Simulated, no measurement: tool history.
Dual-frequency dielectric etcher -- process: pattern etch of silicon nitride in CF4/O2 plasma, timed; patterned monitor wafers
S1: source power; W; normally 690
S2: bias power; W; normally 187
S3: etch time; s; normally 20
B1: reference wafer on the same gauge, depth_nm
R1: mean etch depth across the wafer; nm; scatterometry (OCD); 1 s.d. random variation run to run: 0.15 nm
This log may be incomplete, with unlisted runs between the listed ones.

{"run": 1, "hour": 0.0, "S1": 690, "S2": 187, "S3": 22.5, "B1": 49.7, "R1": 69.5}
{"run": 2, "hour": 11.1, "S1": 690, "S2": 187, "S3": 22.5, "B1": 49.7, "R1": 69.5}
{"hour": 13.9, "done": "gauge calibrated"}
{"run": 3, "hour": 22.6, "S1": 690, "S2": 187, "S3": 22.5, "B1": 49.7, "R1": 69.3}
{"run": 4, "hour": 30.2, "S1": 690, "S2": 187, "S3": 20, "B1": 49.7, "R1": 61.8}
{"run": 5, "hour": 38.8, "S1": 690, "S2": 187, "S3": 20, "B1": 49.7, "R1": 62}
{"run": 6, "hour": 49.8, "S1": 690, "S2": 187, "S3": 20, "B1": 49.7, "R1": 62.1}
{"hour": 76.5, "done": "upper electrode replaced, of another model than before"}
{"hour": 78.6, "done": "source power generator calibrated"}
{"hour": 92.7, "done": "wet clean of the chamber"}
{"run": 7, "hour": 93.2, "S1": 690, "S2": 187, "S3": 16.5, "B1": 49.7, "R1": 49.3}
{"run": 8, "hour": 93.5, "S1": 690, "S2": 187, "S3": 16.5, "B1": 49.7, "R1": 49.2}
{"run": 9, "hour": 93.8, "S1": 650, "S2": 187, "S3": 17, "B1": 49.7, "R1": 49.4}
{"run": 10, "hour": 100.7, "S1": 650, "S2": 187, "S3": 17, "B1": 49.7, "R1": 49.4}
{"run": 11, "hour": 108.9, "S1": 810, "S2": 157, "S3": 15.5, "B1": 49.7, "R1": 45.7}
{"run": 12, "hour": 125.3, "S1": 770, "S2": 145, "S3": 16, "B1": 49.8, "R1": 44.1}
{"run": 13, "hour": 139.2, "S1": 580, "S2": 187, "S3": 17.5, "B1": 49.7, "R1": 48.3}
{"hour": 145.9, "done": "gauge calibrated"}
{"run": 14, "hour": 153.9, "S1": 690, "S2": 175, "S3": 22, "B1": 49.7, "R1": 63.9}
{"run": 15, "hour": 162.6, "S1": 630, "S2": 187, "S3": 25, "B1": 49.7, "R1": 71.7}
{"hour": 178.4, "done": "bias power generator calibrated"}
{"run": 16, "hour": 179.2, "S1": 690, "S2": 164, "S3": 20, "B1": 49.7, "R1": 56.3}
{"run": 17, "hour": 190.0, "S1": 690, "S2": 187, "S3": 20, "B1": 49.7, "R1": 60}
{"run": 18, "hour": 199.3, "S1": 620, "S2": 149, "S3": 20, "B1": 49.7, "R1": 50.6}
{"run": 19, "hour": 216.6, "S1": 770, "S2": 215, "S3": 18, "B1": 49.7, "R1": 61.2}
{"run": 20, "hour": 230.9, "S1": 690, "S2": 187, "S3": 20, "B1": 49.7, "R1": 60.1}

Alternative continuations, all from the tool just after run 20; predict every row:
{"run": "A", "hour": 231.3, "S1": 690, "S2": 187, "S3": 20, "B1": "?", "R1": "?"}
{"run": "B", "hour": 231.3, "S1": 850, "S2": 187, "S3": 20, "B1": "?", "R1": "?"}
{"run": "C", "hour": 231.3, "S1": 750, "S2": 172, "S3": 15, "B1": "?", "R1": "?"}
{"run": "D", "hour": 231.3, "S1": 690, "S2": 211, "S3": 17, "B1": "?", "R1": "?"}
{"run": "E", "hour": 231.3, "S1": 690, "S2": 158, "S3": 24.5, "B1": "?", "R1": "?"}

run=A B1=49.7 R1=60.4
run=B B1=49.7 R1=67
run=C B1=49.7 R1=45.2
run=D B1=49.7 R1=54.6
run=E B1=49.7 R1=67.7
With the hidden condition removed and each run's random variation left untouched, the same runs would have given:
run=A R1=59.7
run=B R1=66.3
run=C R1=44.7
run=D R1=54
run=E R1=67

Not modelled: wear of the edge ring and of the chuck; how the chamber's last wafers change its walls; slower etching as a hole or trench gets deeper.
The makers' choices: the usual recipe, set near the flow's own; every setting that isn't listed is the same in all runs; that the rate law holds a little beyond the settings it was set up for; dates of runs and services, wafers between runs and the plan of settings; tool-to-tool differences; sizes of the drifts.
